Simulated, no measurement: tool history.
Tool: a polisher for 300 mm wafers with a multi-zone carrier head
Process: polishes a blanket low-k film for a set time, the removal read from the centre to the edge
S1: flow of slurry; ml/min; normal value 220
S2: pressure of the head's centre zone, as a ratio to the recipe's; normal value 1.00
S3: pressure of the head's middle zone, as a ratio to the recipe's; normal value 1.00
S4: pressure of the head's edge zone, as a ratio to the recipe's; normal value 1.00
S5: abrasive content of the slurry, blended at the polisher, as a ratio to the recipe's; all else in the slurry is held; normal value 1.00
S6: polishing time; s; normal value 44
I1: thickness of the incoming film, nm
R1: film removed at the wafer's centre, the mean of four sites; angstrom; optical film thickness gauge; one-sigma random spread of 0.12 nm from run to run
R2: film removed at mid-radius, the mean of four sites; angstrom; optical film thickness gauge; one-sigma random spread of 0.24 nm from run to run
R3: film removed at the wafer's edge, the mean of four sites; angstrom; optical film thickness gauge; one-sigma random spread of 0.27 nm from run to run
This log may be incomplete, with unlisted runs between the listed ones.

| run | hour | S1 | S2 | S3 | S4 | S5 | S6 | I1 | R1 | R2 | R3 |
|---|---|---|---|---|---|---|---|---|---|---|---|
| 1 | 0.0 | 220 | 1.00 | 1.00 | 1.00 | 1.00 | 44 | 304.7 | 147 | 149 | 149 |
| 2 | 19.0 | 220 | 1.00 | 1.00 | 1.00 | 1.00 | 44 | 305.9 | 145 | 148 | 153 |
|  | 51.2 | worn pad replaced by a new one, repeated, since the last time left the tool worse |
| 3 | 51.7 | 220 | 1.00 | 1.00 | 1.00 | 1.00 | 44 | 298.9 | 175 | 173 | 181 |
| 4 | 61.7 | 220 | 0.93 | 1.00 | 1.00 | 1.00 | 44 | 302.8 | 163 | 173 | 177 |
| 5 | 93.9 | 220 | 1.12 | 1.09 | 1.05 | 1.00 | 44 | 299.6 | 192 | 180 | 178 |
| 6 | 111.2 | 220 | 1.00 | 1.00 | 1.00 | 1.00 | 44 | 303.2 | 172 | 172 | 173 |
| 7 | 128.0 | 220 | 1.00 | 0.92 | 1.00 | 1.00 | 39 | 301.6 | 152 | 144 | 149 |
| 8 | 163.0 | 220 | 1.00 | 0.90 | 1.00 | 0.85 | 44 | 302.6 | 160 | 150 | 163 |
| 9 | 187.3 | 220 | 1.00 | 1.00 | 1.00 | 1.00 | 44 | 296.0 | 166 | 167 | 168 |
|  | 213.3 | worn pad replaced by a new one |
| 10 | 213.8 | 220 | 0.90 | 1.06 | 1.00 | 1.00 | 44 | 299.0 | 156 | 185 | 179 |

Expected results for the next run?
| 11 | 223.8 | 220 | 0.92 | 1.06 | 1.00 | 0.75 | 58 | 297.6 | ? | ? | ? |

R1: 193 angstrom
R2: 223 angstrom
R3: 210 angstrom
Minus the tool's unlogged condition, the same run would have read R1 195 angstrom, R2 225 angstrom, R3 212 angstrom.
